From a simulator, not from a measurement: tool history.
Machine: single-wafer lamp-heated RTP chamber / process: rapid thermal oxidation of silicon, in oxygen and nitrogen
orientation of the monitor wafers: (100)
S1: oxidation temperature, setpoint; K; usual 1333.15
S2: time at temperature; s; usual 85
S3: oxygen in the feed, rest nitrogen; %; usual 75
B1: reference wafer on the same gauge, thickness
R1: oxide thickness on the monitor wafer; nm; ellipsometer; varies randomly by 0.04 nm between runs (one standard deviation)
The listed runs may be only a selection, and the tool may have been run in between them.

run	hour	S1	S2	S3	B1	R1
1	0	1349.15	85	75	9.355	10.534
2	30.2	1333.15	85	75	9.352	9.536
3	59.9	1333.15	85	75	9.339	9.478
4	78.5	1333.15	85	75	9.343	9.401
5	161.2	1333.15	85	75	9.313	9.438
6	193.4	1333.15	85	88	9.307	9.989
7	214.6	1333.15	85	88	9.301	10.044
8	233.8	1333.15	85	75	9.301	9.402
9	268.7	1333.15	85	75	9.289	9.391
10	289.3	1333.15	85	75	9.296	9.42
11	320.4	1333.15	85	75	9.283	9.384
12	340.3	1333.15	85	75	9.28	9.422
13	361.9	1352.15	85	67	9.278	10.25
14	391.1	1352.15	85	67	9.276	10.3
15	420.2	1352.15	85	67	9.269	10.232
# hour 460: oxygen flow controller replaced
16	479.3	1317.15	64	86	9.265	7.77
17	511.5	1333.15	85	75	9.261	9.365
18	527.8	1333.15	85	51	9.254	8.148
19	545.1	1333.15	85	75	9.252	9.401
20	561.4	1333.15	85	75	9.248	9.371
21	589.6	1333.15	85	75	9.245	9.39
22	630.9	1344.15	85	75	9.243	10.135
23	654.7	1333.15	85	75	9.244	9.397
24	689.8	1363.15	111	98	9.236	14.257
# hour 699.9: pyrometer window cleaned and pyrometer calibrated
25	792.8	1324.15	117	49	9.231	8.73
26	816	1333.15	85	75	9.227	9.383
# hour 829.1: gauge calibrated
27	836.8	1316.15	85	75	9.752	8.747
28	860.1	1356.15	85	93	9.728	12.457
29	880.7	1347.15	70	75	9.71	9.93
30	910.3	1333.15	63	75	9.691	8.589
31	932.4	1315.15	85	75	9.667	8.647
32	945.9	1333.15	85	75	9.653	9.821
33	971.1	1318.15	106	50	9.621	8.479
34	991.9	1333.15	85	48	9.616	8.34
35	1006.6	1333.15	85	75	9.601	9.789
36	1035.4	1333.15	102	64	9.587	9.889
37	1068.4	1333.15	85	75	9.558	9.681
38	1085.7	1356.15	110	75	9.546	12.667
39	1111.6	1309.15	64	75	9.525	7.252

For each run, the measured value with the value that run would have given without the tool's hidden condition subtracted. The run-to-run variation is shared by both, the gauge scatter possibly not:
Unlogged tool condition in this case: true wafer temperature minus pyrometer reading, K; deviation of the oxygen flow from its setpoint, %; gauge reads high (%).
run	R1
1	-0.365
2	-0.341
3	-0.349
4	-0.352
5	-0.378
6	-0.408
7	-0.416
8	-0.394
9	-0.401
10	-0.406
11	-0.411
12	-0.416
13	-0.456
14	-0.464
15	-0.466
16	-0.361
17	-0.439
18	-0.383
19	-0.445
20	-0.445
21	-0.448
22	-0.489
23	-0.456
24	-0.695
25	-0.433
26	-0.467
27	+0.057
28	+0.05
29	+0.019
30	-0.008
31	-0.026
32	-0.041
33	-0.053
34	-0.067
35	-0.089
36	-0.112
37	-0.133
38	-0.188
39	-0.119
